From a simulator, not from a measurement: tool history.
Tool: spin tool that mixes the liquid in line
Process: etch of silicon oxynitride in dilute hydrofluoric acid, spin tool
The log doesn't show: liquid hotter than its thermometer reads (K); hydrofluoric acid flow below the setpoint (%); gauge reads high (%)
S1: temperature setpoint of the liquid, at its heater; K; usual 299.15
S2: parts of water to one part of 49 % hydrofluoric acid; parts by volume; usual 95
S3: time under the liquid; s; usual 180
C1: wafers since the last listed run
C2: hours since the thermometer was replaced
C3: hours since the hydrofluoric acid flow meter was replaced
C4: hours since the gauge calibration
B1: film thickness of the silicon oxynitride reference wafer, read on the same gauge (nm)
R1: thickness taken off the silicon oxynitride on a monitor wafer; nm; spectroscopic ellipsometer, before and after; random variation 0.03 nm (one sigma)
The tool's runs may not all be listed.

Run 1, hour 0: usual settings; C1 0; C2 104.3; C3 827.7; C4 754.3; B1 90.029. Result: R1 2.678 nm.
Run 2, hour 52.3: usual settings; C1 271; C2 156.6; C3 880; C4 806.6; B1 89.995. Result: R1 2.597 nm.
Run 3, hour 90.7: usual settings; C1 199; C2 195; C3 918.4; C4 845; B1 90.011. Result: R1 2.669 nm.
At hour 168.6: hydrofluoric acid flow meter replaced.
Run 4, hour 184.8: usual settings; C1 483; C2 289.1; C3 16.2; C4 939.1; B1 90.023. Result: R1 2.718 nm.
Run 5, hour 238.7: usual settings; C1 280; C2 343; C3 70.1; C4 993; B1 89.98. Result: R1 2.716 nm.
Run 6, hour 299: usual settings; C1 313; C2 403.3; C3 130.4; C4 1053.3; B1 89.999. Result: R1 2.712 nm.
Run 7, hour 376.2: usual settings; C1 401; C2 480.5; C3 207.6; C4 1130.5; B1 90.025. Result: R1 2.737 nm.
Run 8, hour 471.3: usual settings; C1 494; C2 575.6; C3 302.7; C4 1225.6; B1 89.997. Result: R1 2.764 nm.
Run 9, hour 519.7: usual settings; C1 251; C2 624; C3 351.1; C4 1274; B1 89.979. Result: R1 2.721 nm.
Run 10, hour 595.3: usual settings; C1 392; C2 699.6; C3 426.7; C4 1349.6; B1 89.992. Result: R1 2.802 nm.
Run 11, hour 674.1: usual settings; C1 409; C2 778.4; C3 505.5; C4 1428.4; B1 90.007. Result: R1 2.821 nm.
Run 12, hour 724.7: usual settings; C1 262; C2 829; C3 556.1; C4 1479; B1 90.02. Result: R1 2.866 nm.
Run 13, hour 763.9: usual settings but S1 302.15 K, S3 155 s; C1 203; C2 868.2; C3 595.3; C4 1518.2; B1 89.967. Result: R1 2.829 nm.
At hour 807.3: thermometer replaced.
Run 14, hour 824.1: usual settings but S2 130 parts by volume; C1 307; C2 16.8; C3 655.5; C4 1578.4; B1 90.003. Result: R1 1.889 nm.
Run 15, hour 901.3: usual settings but S1 301.65 K, S2 60 parts by volume, S3 150 s; C1 401; C2 94; C3 732.7; C4 1655.6; B1 90.04. Result: R1 4.012 nm.
At hour 1085.5: gauge calibrated.
Run 16, hour 1140.8: usual settings; C1 1244; C2 333.5; C3 972.2; C4 55.3; B1 90.023. Result: R1 2.749 nm.
Run 17, hour 1179.9: usual settings but S3 215 s; C1 203; C2 372.6; C3 1011.3; C4 94.4; B1 90.014. Result: R1 3.273 nm.
Run 18, hour 1287.7: usual settings but S2 135 parts by volume; C1 560; C2 480.4; C3 1119.1; C4 202.2; B1 89.982. Result: R1 1.86 nm.
At hour 1306.7: hydrofluoric acid flow meter replaced.
Run 19, hour 1364.3: usual settings; C1 392; C2 557; C3 57.6; C4 278.8; B1 89.981. Result: R1 2.739 nm.
Run 20, hour 1465.7: usual settings but S2 75 parts by volume, S3 85 s; C1 527; C2 658.4; C3 159; C4 380.2; B1 89.98. Result: R1 1.694 nm.
Run 21, hour 1759.3: usual settings but S1 297.15 K, S3 250 s; C1 1525; C2 952; C3 452.6; C4 673.8; B1 90.013. Result: R1 3.636 nm.
At hour 1765: thermometer replaced.
Run 22, hour 1843.6: usual settings but S3 100 s; C1 432; C2 78.6; C3 536.9; C4 758.1; B1 90.013. Result: R1 1.471 nm.
Run 23, hour 1931.9: usual settings but S1 295.15 K, S2 110 parts by volume, S3 235 s; C1 458; C2 166.9; C3 625.2; C4 846.4; B1 90.007. Result: R1 2.477 nm.
Run 24, hour 2009.2: usual settings but S1 295.65 K, S2 50 parts by volume, S3 120 s; C1 401; C2 244.2; C3 702.5; C4 923.7; B1 90.002. Result: R1 2.942 nm.
Run 25, hour 2055.5: usual settings but S1 295.65 K; C1 240; C2 290.5; C3 748.8; C4 970; B1 89.999. Result: R1 2.27 nm.
Run 26, hour 2138.6: usual settings but S1 301.65 K, S2 75 parts by volume; C1 431; C2 373.6; C3 831.9; C4 1053.1; B1 90.025. Result: R1 3.934 nm.
Run 27, hour 2227: usual settings but S2 130 parts by volume, S3 110 s; C1 459; C2 462; C3 920.3; C4 1141.5; B1 90.015. Result: R1 1.16 nm.
Run 28, hour 2288.3: usual settings but S1 300.65 K; C1 318; C2 523.3; C3 981.6; C4 1202.8; B1 90.022. Result: R1 2.88 nm.
At hour 2321.7: hydrofluoric acid flow meter replaced.
Run 29, hour 2369.7: usual settings but S2 45 parts by volume, S3 235 s; C1 417; C2 604.7; C3 48; C4 1284.2; B1 90.029. Result: R1 7.998 nm.
Run 30, hour 2456.2: usual settings but S3 245 s; C1 449; C2 691.2; C3 134.5; C4 1370.7; B1 90.009. Result: R1 3.728 nm.
Run 31, hour 2507.2: usual settings but S1 302.15 K; C1 265; C2 742.2; C3 185.5; C4 1421.7; B1 90.009. Result: R1 3.148 nm.
Run 32, hour 2591.9: usual settings but S2 50 parts by volume; C1 440; C2 826.9; C3 270.2; C4 1506.4; B1 90.002. Result: R1 5.532 nm.

5 ways to go on from here, each from the tool as it stands after run 32. What would each give?
Run A, hour 2592.4: usual settings but S3 75 s; C1 2; C2 827.4; C3 270.7; C4 1506.9; B1 ?. Result: R1 ?.
Run B, hour 2592.4: usual settings but S1 296.15 K, S2 65 parts by volume, S3 90 s; C1 2; C2 827.4; C3 270.7; C4 1506.9; B1 ?. Result: R1 ?.
Run C, hour 2592.4: usual settings but S2 75 parts by volume, S3 220 s; C1 2; C2 827.4; C3 270.7; C4 1506.9; B1 ?. Result: R1 ?.
Run D, hour 2592.4: usual settings but S3 280 s; C1 2; C2 827.4; C3 270.7; C4 1506.9; B1 ?. Result: R1 ?.
Run E, hour 2592.4: usual settings but S1 294.65 K; C1 2; C2 827.4; C3 270.7; C4 1506.9; B1 ?. Result: R1 ?.

run      B1     R1
  A  89.997  1.165
  B  89.997  1.824
  C  89.997  4.414
  D  89.997  4.351
  E  89.997  2.265
Without the tool's hidden state the same runs would have given:
run     R1
  A  1.085
  B  1.693
  C  4.106
  D  4.052
  E  2.103
